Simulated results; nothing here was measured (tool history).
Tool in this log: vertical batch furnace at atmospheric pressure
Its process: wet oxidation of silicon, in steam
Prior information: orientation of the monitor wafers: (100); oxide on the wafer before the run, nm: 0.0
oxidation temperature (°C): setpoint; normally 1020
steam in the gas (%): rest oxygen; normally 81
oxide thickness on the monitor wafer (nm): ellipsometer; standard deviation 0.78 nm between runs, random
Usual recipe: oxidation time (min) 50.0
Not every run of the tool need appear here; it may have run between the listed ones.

| run | day | oxidation temperature (°C) | oxidation time (min) | steam in the gas (%) | wafers since the last listed run | hours since the last temperature calibration | hours since the steam generator was serviced | hours since the gauge calibration | read-back reference wafer on the same gauge, thickness | oxide thickness on the monitor wafer (nm) |
|---|---|---|---|---|---|---|---|---|---|---|
| 1 | 0.000 | 1020 | 50.0 | 81 | 0 | 3993.3 | 1565.4 | 163.8 | 383.14 | 378.93 |
| 2 | 0.983 | 1037 | 50.0 | 81 | 273 | 4016.9 | 1589.0 | 187.4 | 383.02 | 423.76 |
| 3 | 2.362 | 1020 | 50.0 | 90 | 383 | 4050.0 | 1622.1 | 220.5 | 382.76 | 408.03 |
| 4 | 3.221 | 1020 | 50.0 | 90 | 238 | 4070.6 | 1642.7 | 241.1 | 382.99 | 406.56 |
| 5 | 3.804 | 1020 | 50.0 | 90 | 162 | 4084.6 | 1656.7 | 255.1 | 382.75 | 405.72 |
| 6 | 4.862 | 1020 | 50.0 | 81 | 294 | 4110.0 | 1682.1 | 280.5 | 382.96 | 378.94 |
| 7 | 6.333 | 1020 | 38.5 | 81 | 409 | 4145.3 | 1717.4 | 315.8 | 382.77 | 317.97 |
| 8 | 6.879 | 1020 | 38.5 | 81 | 151 | 4158.4 | 1730.5 | 328.9 | 382.69 | 316.11 |
| 9 | 11.175 | 1020 | 38.5 | 81 | 1195 | 4261.5 | 1833.6 | 432.0 | 383.08 | 317.23 |
| 10 | 12.275 | 1020 | 50.0 | 81 | 306 | 4287.9 | 1860.0 | 458.4 | 382.86 | 379.64 |
|  | 14.600 | steam generator serviced |
| 11 | 14.621 | 1031 | 50.0 | 81 | 374 | 4344.2 | 0.5 | 514.7 | 382.83 | 407.79 |
| 12 | 14.796 | 1031 | 50.0 | 81 | 48 | 4348.4 | 4.7 | 518.9 | 383.03 | 408.61 |
| 13 | 15.100 | 1031 | 50.0 | 81 | 84 | 4355.7 | 12.0 | 526.2 | 383.10 | 407.68 |
| 14 | 16.142 | 1020 | 50.0 | 81 | 289 | 4380.7 | 37.0 | 551.2 | 382.87 | 378.88 |
| 15 | 17.071 | 1020 | 50.0 | 81 | 258 | 4403.0 | 59.3 | 573.5 | 382.92 | 379.67 |
|  | 17.121 | gauge calibrated |
| 16 | 18.571 | 1020 | 50.0 | 81 | 417 | 4439.0 | 95.3 | 34.8 | 382.83 | 379.99 |
| 17 | 20.612 | 1020 | 50.0 | 81 | 567 | 4488.0 | 144.3 | 83.8 | 383.12 | 379.41 |
| 18 | 22.017 | 1020 | 50.0 | 81 | 390 | 4521.7 | 178.0 | 117.5 | 383.25 | 378.68 |
| 19 | 23.242 | 1002 | 50.0 | 81 | 340 | 4551.1 | 207.4 | 146.9 | 383.23 | 331.67 |
| 20 | 24.338 | 1032 | 50.0 | 75 | 304 | 4577.4 | 233.7 | 173.2 | 382.95 | 389.99 |
| 21 | 25.812 | 1020 | 50.0 | 81 | 410 | 4612.8 | 269.1 | 208.6 | 383.08 | 379.02 |
| 22 | 27.083 | 1034 | 74.0 | 81 | 353 | 4643.3 | 299.6 | 239.1 | 382.82 | 532.21 |
| 23 | 30.429 | 1020 | 50.0 | 90 | 930 | 4723.6 | 379.9 | 319.4 | 383.24 | 407.96 |
| 24 | 31.096 | 1012 | 50.0 | 81 | 185 | 4739.6 | 395.9 | 335.4 | 383.23 | 358.45 |
| 25 | 31.725 | 1020 | 69.0 | 81 | 175 | 4754.7 | 411.0 | 350.5 | 383.08 | 468.99 |
| 26 | 32.271 | 1007 | 65.5 | 81 | 151 | 4767.8 | 424.1 | 363.6 | 382.97 | 416.41 |
|  | 33.504 | thermocouples replaced and temperature profile calibrated |
| 27 | 33.525 | 995 | 58.0 | 81 | 70 | 0.5 | 454.2 | 393.7 | 383.22 | 349.34 |
| 28 | 33.767 | 996 | 71.0 | 85 | 67 | 6.3 | 460.0 | 399.5 | 383.20 | 419.53 |
| 29 | 34.408 | 1020 | 50.0 | 89 | 178 | 21.7 | 475.4 | 414.9 | 382.65 | 404.64 |
| 30 | 37.362 | 1020 | 27.5 | 74 | 821 | 92.6 | 546.3 | 485.8 | 383.38 | 233.31 |
| 31 | 38.300 | 1020 | 50.0 | 81 | 260 | 115.1 | 568.8 | 508.3 | 382.91 | 379.02 |
| 32 | 39.762 | 1044 | 50.0 | 81 | 406 | 150.2 | 603.9 | 543.4 | 382.79 | 442.47 |
| 33 | 40.704 | 1005 | 39.0 | 81 | 261 | 172.8 | 626.5 | 566.0 | 382.83 | 285.51 |
| 34 | 41.250 | 1020 | 50.0 | 81 | 151 | 185.9 | 639.6 | 579.1 | 382.97 | 379.45 |
| 35 | 42.408 | 996 | 71.0 | 85 | 322 | 213.7 | 667.4 | 606.9 | 382.92 | 419.31 |
|  | 43.304 | gauge calibrated |
| 36 | 43.308 | 1011 | 50.0 | 85 | 250 | 235.3 | 689.0 | 0.1 | 383.20 | 367.04 |
| 37 | 43.925 | 999 | 50.0 | 84 | 171 | 250.1 | 703.8 | 14.9 | 383.10 | 331.47 |
| 38 | 44.758 | 1038 | 50.0 | 81 | 231 | 270.1 | 723.8 | 34.9 | 382.97 | 425.57 |

The tool's hidden state at each run:
true tube temperature minus thermocouple reading, K: 0 across all the runs
steam share off its setpoint, % of the setpoint: 0 across all the runs
gauge reads high (%): 0 across all the runs
